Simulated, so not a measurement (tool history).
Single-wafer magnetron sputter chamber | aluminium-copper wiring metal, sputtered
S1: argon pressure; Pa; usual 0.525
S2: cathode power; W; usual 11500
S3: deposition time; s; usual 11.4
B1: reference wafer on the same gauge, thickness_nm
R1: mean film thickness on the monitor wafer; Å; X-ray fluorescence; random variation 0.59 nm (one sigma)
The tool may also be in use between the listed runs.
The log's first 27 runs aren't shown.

run	hour	S1	S2	S3	B1	R1
# hour 770.7: sputter target and shields replaced
28	771.2	0.612	12750	12.5	243.163	2363.82
29	781	0.525	13200	11.4	242.894	2344.3
30	803.7	0.401	11500	10.4	243.047	2102.26
31	832	0.731	13100	13.4	243.043	2401.72
32	844.4	0.525	14250	9.9	242.881	2138.13
33	861.9	0.525	11500	12.6	242.992	2352.9
34	874	0.433	9900	9.8	242.86	1769.73
35	904.1	0.525	11500	11.4	242.955	2119.69

Forecast each of these 3 alternatives for the next run:
A	904.5	0.525	11500	12.4	?	?
B	904.5	0.525	12900	11.4	?	?
C	904.5	0.337	10450	12.3	?	?

run	B1	R1
A	242.966	2302.17
B	242.966	2277.21
C	242.966	2421.38
Without the tool's hidden state the same runs would have given:
run	R1
A	2336.34
B	2311.01
C	2457.33
